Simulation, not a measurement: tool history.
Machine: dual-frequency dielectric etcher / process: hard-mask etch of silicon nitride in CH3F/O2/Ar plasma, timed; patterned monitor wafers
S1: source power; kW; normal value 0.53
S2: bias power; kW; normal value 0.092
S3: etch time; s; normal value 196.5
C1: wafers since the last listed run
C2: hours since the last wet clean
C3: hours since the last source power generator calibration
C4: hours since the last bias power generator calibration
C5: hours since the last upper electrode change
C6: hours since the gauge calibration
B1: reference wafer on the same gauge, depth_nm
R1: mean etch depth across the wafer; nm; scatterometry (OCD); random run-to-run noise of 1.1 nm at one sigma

{"run": 1, "day": 0.0, "S1": 0.53, "S2": 0.092, "S3": 218.5, "C1": 0, "C2": 249.4, "C3": 4683.6, "C4": 4616.4, "C5": 3485.3, "C6": 509.1, "B1": 137.9, "R1": 179.4}
{"run": 2, "day": 0.371, "S1": 0.53, "S2": 0.092, "S3": 196.5, "C1": 71, "C2": 258.3, "C3": 4692.5, "C4": 4625.3, "C5": 3494.2, "C6": 518, "B1": 137.9, "R1": 161.1}
{"run": 3, "day": 1.108, "S1": 0.6, "S2": 0.087, "S3": 196.5, "C1": 141, "C2": 276, "C3": 4710.2, "C4": 4643, "C5": 3511.9, "C6": 535.7, "B1": 138, "R1": 167.5}
{"run": 4, "day": 1.542, "S1": 0.57, "S2": 0.074, "S3": 196.5, "C1": 82, "C2": 286.4, "C3": 4720.6, "C4": 4653.4, "C5": 3522.3, "C6": 546.1, "B1": 137.9, "R1": 156.9}
{"run": 5, "day": 2.162, "S1": 0.57, "S2": 0.074, "S3": 196.5, "C1": 118, "C2": 301.3, "C3": 4735.5, "C4": 4668.3, "C5": 3537.2, "C6": 561, "B1": 138, "R1": 157.3}
{"run": 6, "day": 2.638, "S1": 0.57, "S2": 0.074, "S3": 196.5, "C1": 90, "C2": 312.7, "C3": 4746.9, "C4": 4679.7, "C5": 3548.6, "C6": 572.4, "B1": 138, "R1": 156.2}
{"day": 4.088, "done": "upper electrode replaced"}
{"run": 7, "day": 4.108, "S1": 0.53, "S2": 0.092, "S3": 156.5, "C1": 90, "C2": 348, "C3": 4782.2, "C4": 4715, "C5": 0.5, "C6": 607.7, "B1": 138, "R1": 127.4}
{"run": 8, "day": 4.121, "S1": 0.57, "S2": 0.074, "S3": 196.5, "C1": 2, "C2": 348.3, "C3": 4782.5, "C4": 4715.3, "C5": 0.8, "C6": 608, "B1": 138.1, "R1": 156.7}
{"run": 9, "day": 4.138, "S1": 0.53, "S2": 0.083, "S3": 245.5, "C1": 3, "C2": 348.7, "C3": 4782.9, "C4": 4715.7, "C5": 1.2, "C6": 608.4, "B1": 137.9, "R1": 194.8}
{"run": 10, "day": 4.533, "S1": 0.53, "S2": 0.092, "S3": 244.5, "C1": 75, "C2": 358.2, "C3": 4792.4, "C4": 4725.2, "C5": 10.7, "C6": 617.9, "B1": 137.9, "R1": 198.5}
{"day": 4.588, "done": "gauge calibrated"}
{"run": 11, "day": 4.979, "S1": 0.46, "S2": 0.108, "S3": 165.5, "C1": 85, "C2": 368.9, "C3": 4803.1, "C4": 4735.9, "C5": 21.4, "C6": 9.4, "B1": 138.1, "R1": 134.2}
{"run": 12, "day": 5.246, "S1": 0.53, "S2": 0.092, "S3": 196.5, "C1": 51, "C2": 375.3, "C3": 4809.5, "C4": 4742.3, "C5": 27.8, "C6": 15.8, "B1": 138.1, "R1": 162.8}
{"day": 5.583, "done": "source power generator calibrated"}
{"day": 6.35, "done": "wet clean of the chamber"}
{"run": 13, "day": 6.371, "S1": 0.53, "S2": 0.092, "S3": 196.5, "C1": 36, "C2": 0.5, "C3": 18.9, "C4": 4769.3, "C5": 54.8, "C6": 42.8, "B1": 137.9, "R1": 168.2}
{"run": 14, "day": 6.383, "S1": 0.46, "S2": 0.098, "S3": 196.5, "C1": 2, "C2": 0.8, "C3": 19.2, "C4": 4769.6, "C5": 55.1, "C6": 43.1, "B1": 138, "R1": 163.1}
{"run": 15, "day": 7.375, "S1": 0.43, "S2": 0.092, "S3": 221, "C1": 189, "C2": 24.6, "C3": 43, "C4": 4793.4, "C5": 78.9, "C6": 66.9, "B1": 138, "R1": 175}
{"run": 16, "day": 7.746, "S1": 0.49, "S2": 0.092, "S3": 196.5, "C1": 71, "C2": 33.5, "C3": 51.9, "C4": 4802.3, "C5": 87.8, "C6": 75.8, "B1": 138.1, "R1": 162.5}
{"day": 8.467, "done": "bias power generator calibrated"}
{"run": 17, "day": 8.488, "S1": 0.63, "S2": 0.082, "S3": 181, "C1": 110, "C2": 51.3, "C3": 69.7, "C4": 0.5, "C5": 105.6, "C6": 93.6, "B1": 137.9, "R1": 159.5}
{"run": 18, "day": 8.721, "S1": 0.53, "S2": 0.092, "S3": 196.5, "C1": 44, "C2": 56.9, "C3": 75.3, "C4": 6.1, "C5": 111.2, "C6": 99.2, "B1": 138, "R1": 164.8}
{"run": 19, "day": 9.042, "S1": 0.53, "S2": 0.08, "S3": 236.5, "C1": 61, "C2": 64.6, "C3": 83, "C4": 13.8, "C5": 118.9, "C6": 106.9, "B1": 138.1, "R1": 191.5}
{"run": 20, "day": 9.617, "S1": 0.63, "S2": 0.092, "S3": 243.5, "C1": 110, "C2": 78.4, "C3": 96.8, "C4": 27.6, "C5": 132.7, "C6": 120.7, "B1": 138.1, "R1": 217.7}
{"run": 21, "day": 10.267, "S1": 0.57, "S2": 0.073, "S3": 148.5, "C1": 124, "C2": 94, "C3": 112.4, "C4": 43.2, "C5": 148.3, "C6": 136.3, "B1": 138, "R1": 121.7}
{"run": 22, "day": 10.979, "S1": 0.59, "S2": 0.092, "S3": 196.5, "C1": 136, "C2": 111.1, "C3": 129.5, "C4": 60.3, "C5": 165.4, "C6": 153.4, "B1": 138, "R1": 174}
{"run": 23, "day": 11.462, "S1": 0.53, "S2": 0.092, "S3": 225.5, "C1": 92, "C2": 122.7, "C3": 141.1, "C4": 71.9, "C5": 177, "C6": 165, "B1": 137.9, "R1": 191.3}
{"run": 24, "day": 12.008, "S1": 0.53, "S2": 0.092, "S3": 196.5, "C1": 104, "C2": 135.8, "C3": 154.2, "C4": 85, "C5": 190.1, "C6": 178.1, "B1": 138, "R1": 165.7}
{"run": 25, "day": 12.408, "S1": 0.53, "S2": 0.092, "S3": 226.5, "C1": 76, "C2": 145.4, "C3": 163.8, "C4": 94.6, "C5": 199.7, "C6": 187.7, "B1": 138.1, "R1": 190.4}
{"run": 26, "day": 12.712, "S1": 0.63, "S2": 0.075, "S3": 147.5, "C1": 58, "C2": 152.7, "C3": 171.1, "C4": 101.9, "C5": 207, "C6": 195, "B1": 138.1, "R1": 125.9}
{"run": 27, "day": 13.417, "S1": 0.53, "S2": 0.092, "S3": 236.5, "C1": 134, "C2": 169.6, "C3": 188, "C4": 118.8, "C5": 223.9, "C6": 211.9, "B1": 138.2, "R1": 199.2}
{"run": 28, "day": 14.162, "S1": 0.53, "S2": 0.092, "S3": 226.5, "C1": 142, "C2": 187.5, "C3": 205.9, "C4": 136.7, "C5": 241.8, "C6": 229.8, "B1": 138, "R1": 189}
{"run": 29, "day": 14.858, "S1": 0.44, "S2": 0.092, "S3": 196.5, "C1": 133, "C2": 204.2, "C3": 222.6, "C4": 153.4, "C5": 258.5, "C6": 246.5, "B1": 138.1, "R1": 152.9}
{"run": 30, "day": 15.504, "S1": 0.53, "S2": 0.092, "S3": 196.5, "C1": 123, "C2": 219.7, "C3": 238.1, "C4": 168.9, "C5": 274, "C6": 262, "B1": 138.1, "R1": 161.5}

Alternative continuations, all from the tool just after run 30; predict every row:
{"run": "A", "day": 15.525, "S1": 0.53, "S2": 0.092, "S3": 196.5, "C1": 3, "C2": 220.2, "C3": 238.6, "C4": 169.4, "C5": 274.5, "C6": 262.5, "B1": "?", "R1": "?"}
{"run": "B", "day": 15.525, "S1": 0.44, "S2": 0.099, "S3": 150.5, "C1": 3, "C2": 220.2, "C3": 238.6, "C4": 169.4, "C5": 274.5, "C6": 262.5, "B1": "?", "R1": "?"}
{"run": "C", "day": 15.525, "S1": 0.4, "S2": 0.106, "S3": 167, "C1": 3, "C2": 220.2, "C3": 238.6, "C4": 169.4, "C5": 274.5, "C6": 262.5, "B1": "?", "R1": "?"}
{"run": "D", "day": 15.525, "S1": 0.48, "S2": 0.079, "S3": 196.5, "C1": 3, "C2": 220.2, "C3": 238.6, "C4": 169.4, "C5": 274.5, "C6": 262.5, "B1": "?", "R1": "?"}

run=A B1=138.1 R1=161.3
run=B B1=138.1 R1=118.2
run=C B1=138.1 R1=129.5
run=D B1=138.1 R1=149.8
Had the tool no hidden state, the same runs would have come out as:
run=A R1=167.5
run=B R1=122.7
run=C R1=134.5
run=D R1=155.6

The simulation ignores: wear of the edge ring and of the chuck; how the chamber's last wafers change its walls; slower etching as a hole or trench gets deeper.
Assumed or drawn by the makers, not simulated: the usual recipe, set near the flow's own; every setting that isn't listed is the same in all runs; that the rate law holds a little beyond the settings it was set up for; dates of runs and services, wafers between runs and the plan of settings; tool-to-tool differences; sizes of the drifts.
